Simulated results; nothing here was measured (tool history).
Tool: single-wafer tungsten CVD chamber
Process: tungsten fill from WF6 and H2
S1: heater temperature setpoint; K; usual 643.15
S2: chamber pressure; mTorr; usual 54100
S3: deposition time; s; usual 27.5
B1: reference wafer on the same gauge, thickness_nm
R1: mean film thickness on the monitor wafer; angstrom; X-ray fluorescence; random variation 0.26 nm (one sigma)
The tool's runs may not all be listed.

run	day	S1	S2	S3	B1	R1
1	0.000	643.15	54100	27.5	63.052	603.66
2	1.288	643.15	54100	27.5	62.942	602.84
3	3.908	643.15	54100	27.5	63.042	606.53
4	6.654	643.15	54100	27.5	63.201	605.71
5	13.029	652.15	63100	27.5	63.362	768.03
6	15.125	652.15	63100	27.5	63.352	768.23
7	16.358	643.15	54100	27.5	63.462	608.27
8	17.733	643.15	54100	27.5	63.498	614.76
9	20.079	643.15	54100	27.5	63.460	609.12
10	23.046	655.15	48800	27.5	63.521	729.75
11	24.496	655.15	48800	27.5	63.615	731.89
# day 25.971: capacitance manometer re-zeroed and calibrated
12	26.654	655.15	48800	27.5	63.587	731.09
13	29.517	643.15	54100	27.5	63.674	610.33
14	31.604	643.15	54100	27.5	63.631	611.34
15	35.554	649.15	64600	27.5	63.751	729.59
16	37.750	649.15	64600	27.5	63.680	733.32
# day 39.858: gauge calibrated
17	40.633	643.15	59600	27.5	60.086	606.11
18	42.767	643.15	54100	27.5	60.369	582.61
19	44.000	643.15	54100	27.5	60.501	585.43
20	46.733	648.15	48200	27.5	60.760	605.60
# day 48.842: showerhead replaced
21	48.862	643.15	66300	31.5	60.890	730.06
22	50.975	643.15	54100	32.1	61.219	686.81
23	52.875	637.15	67500	25.9	61.290	548.34
# day 55.221: thermocouple changed; heater temperature recalibrated
24	55.804	654.15	62900	27.5	61.555	772.66
25	57.717	643.15	54100	27.5	61.712	594.80
26	59.746	638.15	63200	29.4	61.792	617.12
27	62.675	643.15	54100	27.5	62.035	593.55
28	65.246	643.15	58600	32.1	62.097	721.47
29	66.825	632.15	54100	30.7	62.196	543.06
30	68.121	643.15	50600	27.5	62.296	578.99
31	70.129	635.15	60000	29.9	62.337	583.68
32	71.142	643.15	54100	27.5	62.382	601.10
33	72.700	649.15	50000	23.1	62.394	545.91
34	74.654	630.15	57600	32.0	62.501	558.86

Some steps in R1 between neighbouring runs. How much of each would the tool show without its hidden state too (settings, what came in, random variation), and how much is left for the hidden state, with any gauge scatter that isn't in both results?
The hidden state here: wafer temperature above the value expected at the setpoint (K); true pressure above the setpoint (%); gauge reads high (%).
Run 4 -> 5: S1 643.15 -> 652.15, S2 54100 -> 63100. R1 +162.32 angstrom: hidden state +9.12, all else +153.20.
Run 6 -> 7: S1 652.15 -> 643.15, S2 63100 -> 54100. R1 -159.96 angstrom: hidden state -7.34, all else -152.62.
Run 16 -> 17: S1 649.15 -> 643.15, S2 64600 -> 59600, gauge calibrated. R1 -127.21 angstrom: hidden state -41.46, all else -85.75.
Run 23 -> 24: S1 637.15 -> 654.15, S2 67500 -> 62900, S3 25.9 -> 27.5, thermocouple changed; heater temperature recalibrated. R1 +224.32 angstrom: hidden state +6.17, all else +218.15.
Run 24 -> 25: S1 654.15 -> 643.15, S2 62900 -> 54100. R1 -177.86 angstrom: hidden state -2.16, all else -175.70.
Run 28 -> 29: S1 643.15 -> 632.15, S2 58600 -> 54100, S3 32.1 -> 30.7. R1 -178.41 angstrom: hidden state -4.30, all else -174.11.
